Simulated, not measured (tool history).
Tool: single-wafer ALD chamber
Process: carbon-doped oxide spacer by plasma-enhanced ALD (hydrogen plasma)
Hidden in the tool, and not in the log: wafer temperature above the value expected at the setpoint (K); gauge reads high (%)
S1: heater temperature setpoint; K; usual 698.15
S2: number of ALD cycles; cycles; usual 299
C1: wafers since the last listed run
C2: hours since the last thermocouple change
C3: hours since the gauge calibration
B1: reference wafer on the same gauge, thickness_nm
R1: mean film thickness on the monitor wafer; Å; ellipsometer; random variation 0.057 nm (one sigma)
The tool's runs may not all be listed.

{"run": 1, "hour": 0.0, "S1": 698.15, "S2": 299, "C1": 0, "C2": 1750.5, "C3": 696.2, "B1": 16.397, "R1": 153.61}
{"run": 2, "hour": 24.8, "S1": 698.15, "S2": 299, "C1": 40, "C2": 1775.3, "C3": 721, "B1": 16.39, "R1": 154}
{"run": 3, "hour": 38.1, "S1": 698.15, "S2": 299, "C1": 21, "C2": 1788.6, "C3": 734.3, "B1": 16.393, "R1": 154.08}
{"run": 4, "hour": 71.4, "S1": 698.15, "S2": 299, "C1": 54, "C2": 1821.9, "C3": 767.6, "B1": 16.404, "R1": 154.09}
{"run": 5, "hour": 105.3, "S1": 698.15, "S2": 299, "C1": 55, "C2": 1855.8, "C3": 801.5, "B1": 16.404, "R1": 154.21}
{"run": 6, "hour": 131.9, "S1": 698.15, "S2": 270, "C1": 43, "C2": 1882.4, "C3": 828.1, "B1": 16.398, "R1": 138.89}
{"run": 7, "hour": 145.4, "S1": 698.15, "S2": 270, "C1": 22, "C2": 1895.9, "C3": 841.6, "B1": 16.405, "R1": 138.97}
{"run": 8, "hour": 175.5, "S1": 687.15, "S2": 319, "C1": 49, "C2": 1926, "C3": 871.7, "B1": 16.396, "R1": 169}
{"run": 9, "hour": 209.4, "S1": 698.15, "S2": 326, "C1": 55, "C2": 1959.9, "C3": 905.6, "B1": 16.392, "R1": 167.92}
{"run": 10, "hour": 260.4, "S1": 698.15, "S2": 299, "C1": 83, "C2": 2010.9, "C3": 956.6, "B1": 16.392, "R1": 153.13}
{"run": 11, "hour": 296.2, "S1": 698.15, "S2": 299, "C1": 58, "C2": 2046.7, "C3": 992.4, "B1": 16.413, "R1": 154.63}
{"run": 12, "hour": 316.9, "S1": 698.15, "S2": 299, "C1": 34, "C2": 2067.4, "C3": 1013.1, "B1": 16.407, "R1": 154.37}
{"run": 13, "hour": 339.6, "S1": 698.15, "S2": 299, "C1": 37, "C2": 2090.1, "C3": 1035.8, "B1": 16.401, "R1": 153.4}
{"run": 14, "hour": 372.1, "S1": 698.15, "S2": 299, "C1": 53, "C2": 2122.6, "C3": 1068.3, "B1": 16.399, "R1": 153.58}
{"run": 15, "hour": 427.5, "S1": 698.15, "S2": 299, "C1": 91, "C2": 2178, "C3": 1123.7, "B1": 16.411, "R1": 154.02}
{"run": 16, "hour": 458.0, "S1": 694.15, "S2": 321, "C1": 50, "C2": 2208.5, "C3": 1154.2, "B1": 16.39, "R1": 168.18}
{"run": 17, "hour": 487.9, "S1": 698.15, "S2": 270, "C1": 49, "C2": 2238.4, "C3": 1184.1, "B1": 16.402, "R1": 139.33}
{"hour": 490.8, "done": "gauge calibrated"}
{"run": 18, "hour": 514.6, "S1": 685.15, "S2": 351, "C1": 43, "C2": 2265.1, "C3": 23.8, "B1": 16.404, "R1": 188.28}
{"run": 19, "hour": 563.2, "S1": 709.15, "S2": 332, "C1": 79, "C2": 2313.7, "C3": 72.4, "B1": 16.397, "R1": 164.23}
{"run": 20, "hour": 587.8, "S1": 684.15, "S2": 241, "C1": 40, "C2": 2338.3, "C3": 97, "B1": 16.398, "R1": 129.86}
{"run": 21, "hour": 613.9, "S1": 706.15, "S2": 348, "C1": 42, "C2": 2364.4, "C3": 123.1, "B1": 16.404, "R1": 175.34}
{"run": 22, "hour": 638.5, "S1": 698.15, "S2": 299, "C1": 40, "C2": 2389, "C3": 147.7, "B1": 16.419, "R1": 154.09}
{"run": 23, "hour": 666.3, "S1": 704.15, "S2": 299, "C1": 45, "C2": 2416.8, "C3": 175.5, "B1": 16.402, "R1": 151.43}
{"run": 24, "hour": 680.9, "S1": 688.15, "S2": 346, "C1": 24, "C2": 2431.4, "C3": 190.1, "B1": 16.409, "R1": 185.48}
{"run": 25, "hour": 694.0, "S1": 698.15, "S2": 299, "C1": 21, "C2": 2444.5, "C3": 203.2, "B1": 16.39, "R1": 154.22}
{"run": 26, "hour": 721.4, "S1": 687.15, "S2": 261, "C1": 45, "C2": 2471.9, "C3": 230.6, "B1": 16.398, "R1": 137.9}
{"hour": 772.8, "done": "thermocouple changed; heater temperature recalibrated"}
{"run": 27, "hour": 810.1, "S1": 698.15, "S2": 317, "C1": 132, "C2": 37.3, "C3": 319.3, "B1": 16.393, "R1": 162.97}
{"run": 28, "hour": 823.0, "S1": 698.15, "S2": 299, "C1": 21, "C2": 50.2, "C3": 332.2, "B1": 16.385, "R1": 153.97}
{"run": 29, "hour": 851.9, "S1": 684.15, "S2": 242, "C1": 47, "C2": 79.1, "C3": 361.1, "B1": 16.394, "R1": 130.99}
{"run": 30, "hour": 866.3, "S1": 688.15, "S2": 349, "C1": 23, "C2": 93.5, "C3": 375.5, "B1": 16.392, "R1": 186.7}
{"run": 31, "hour": 898.8, "S1": 688.15, "S2": 323, "C1": 53, "C2": 126, "C3": 408, "B1": 16.397, "R1": 171.97}
{"run": 32, "hour": 916.4, "S1": 698.15, "S2": 299, "C1": 28, "C2": 143.6, "C3": 425.6, "B1": 16.4, "R1": 153.98}
{"run": 33, "hour": 999.2, "S1": 703.15, "S2": 271, "C1": 136, "C2": 226.4, "C3": 508.4, "B1": 16.394, "R1": 138.13}

Forecast each of these 5 alternatives for the next run:
{"run": "A", "hour": 1000.1, "S1": 698.15, "S2": 299, "C1": 1, "C2": 227.3, "C3": 509.3, "B1": "?", "R1": "?"}
{"run": "B", "hour": 1000.1, "S1": 690.15, "S2": 299, "C1": 1, "C2": 227.3, "C3": 509.3, "B1": "?", "R1": "?"}
{"run": "C", "hour": 1000.1, "S1": 686.15, "S2": 248, "C1": 1, "C2": 227.3, "C3": 509.3, "B1": "?", "R1": "?"}
{"run": "D", "hour": 1000.1, "S1": 698.15, "S2": 253, "C1": 1, "C2": 227.3, "C3": 509.3, "B1": "?", "R1": "?"}
{"run": "E", "hour": 1000.1, "S1": 710.15, "S2": 299, "C1": 1, "C2": 227.3, "C3": 509.3, "B1": "?", "R1": "?"}

run=A B1=16.387 R1=153.61
run=B B1=16.387 R1=157.63
run=C B1=16.387 R1=132.42
run=D B1=16.387 R1=129.97
run=E B1=16.387 R1=147.56
Without the tool's hidden state the same runs would have given:
run=A R1=153.61
run=B R1=157.63
run=C R1=132.42
run=D R1=129.97
run=E R1=147.56
